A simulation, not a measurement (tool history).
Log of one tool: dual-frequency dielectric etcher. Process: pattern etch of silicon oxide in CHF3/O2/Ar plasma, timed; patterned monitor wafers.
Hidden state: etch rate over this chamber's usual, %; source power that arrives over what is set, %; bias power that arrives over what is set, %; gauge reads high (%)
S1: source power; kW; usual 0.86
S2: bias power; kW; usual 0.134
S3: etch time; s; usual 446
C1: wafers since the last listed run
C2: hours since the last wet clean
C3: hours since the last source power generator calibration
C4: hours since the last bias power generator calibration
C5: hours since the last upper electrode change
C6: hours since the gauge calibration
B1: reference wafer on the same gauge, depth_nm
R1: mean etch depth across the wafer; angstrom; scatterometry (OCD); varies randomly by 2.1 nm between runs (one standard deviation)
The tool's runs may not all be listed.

run   hour    S1     S2     S3   C1     C2      C3      C4      C5      C6      B1     R1
  1      0  0.86  0.134    446    0  495.6  3170.7  3945.8  3032.9   822.9  1070.1   9840
  2   15.2  0.86  0.153    446   69  510.8  3185.9    3961  3048.1   838.1  1070.1  10306
      64.8  -- wet clean of the chamber
  3   65.3  0.86  0.153    446  119    0.5    3236  4011.1  3098.2   888.2  1070.2  10326
  4   70.9  0.86  0.153    446   25    6.1  3241.6  4016.7  3103.8   893.8  1069.2  10281
  5   85.9  0.86  0.134    446   68   21.1  3256.6  4031.7  3118.8   908.8  1070.2   9834
  6   98.6  0.86  0.134    446   58   33.8  3269.3  4044.4  3131.5   921.5  1070.8   9842
     109.1  -- source power generator calibrated
  7  122.9  0.86  0.134    446   92   58.1    13.8  4068.7  3155.8   945.8  1069.6  10134
  8  169.3  1.01  0.134  395.5  212  104.5    60.2  4115.1  3202.2   992.2  1070.4   9597
  9  196.6  1.01  0.115    446  124  131.8    87.5  4142.4  3229.5  1019.5  1069.8  10311
 10  223.3  0.86  0.134    446  122  158.5   114.2  4169.1  3256.2  1046.2    1070  10071
 11    242  1.01  0.134  395.5   85  177.2   132.9  4187.8  3274.9  1064.9  1070.2   9579
       254  -- gauge calibrated
 12  255.4  1.08  0.146  350.5   61  190.6   146.3  4201.2  3288.3     1.4  1070.9   9052
 13    268  0.76  0.112    393   57  203.2   158.9  4213.8  3300.9      14  1070.1   7873
 14    287  0.86  0.166    446   86  222.2   177.9  4232.8  3319.9      33  1070.1  10891
 15  308.9  0.86  0.121    409  100  244.1   199.8  4254.7  3341.8    54.9  1070.1   8923
 16  336.1  0.86  0.106  485.5  124  271.3     227  4281.9    3369    82.1  1070.2  10117
 17  359.4  0.86  0.134    446  106  294.6   250.3  4305.2  3392.3   105.4  1069.9  10070
 18  380.5  0.75  0.153    446   96  315.7   271.4  4326.3  3413.4   126.5  1069.9   9885
     471.4  -- upper electrode replaced, of another model than before
 19  471.9  0.86  0.134    446  308  407.1   362.8  4417.7     0.5   217.9  1069.8  10091
 20  539.2  0.86  0.134    446  308  474.4   430.1    4485    67.8   285.2    1070  10043
     546.4  -- bias power generator calibrated
 21  571.8  0.86  0.134    446  130    507   462.7    25.4   100.4   317.8  1070.7  10071
     616.6  -- wet clean of the chamber
 22  617.1  0.86  0.159    316   97    0.5     508    70.7   145.7   363.1  1069.4   7453
 23  630.7  0.86  0.134  543.5   62   14.1   521.6    84.3   159.3   376.7  1070.3  12191
 24  661.3  0.71  0.134    446  140   44.7   552.2   114.9   189.9   407.3  1069.5   8509
 25    680  0.77  0.105    446   85   63.4   570.9   133.6   208.6     426  1069.4   8603
 26  699.6  0.86  0.134    553   89     83   590.5   153.2   228.2   445.6  1069.7  12417
 27    805   0.7  0.103    493  482  188.4   695.9   258.6   333.6     551  1069.9   8584
 28  831.3     1  0.114    446  120  214.7   722.2   284.9   359.9   577.3  1070.4  10738

State the hidden condition of the tool at each of the runs:
etch rate over this chamber's usual, %: 0, the same for each run
bias power that arrives over what is set, %: 0, the same for each run
gauge reads high (%): 0, the same for each run
H1: source power that arrives over what is set, %
run        H1
  1     -5.08
  2     -5.11
  3     -5.19
  4      -5.2
  5     -5.22
  6     -5.24
  7     0.332
  8     0.258
  9     0.214
 10     0.171
 11     0.141
 12      0.12
 13    0.0998
 14    0.0694
 15    0.0344
 16  -0.00917
 17   -0.0465
 18   -0.0802
 19    -0.227
 20    -0.334
 21    -0.386
 22    -0.459
 23    -0.481
 24     -0.53
 25     -0.56
 26    -0.591
 27     -0.76
 28    -0.802
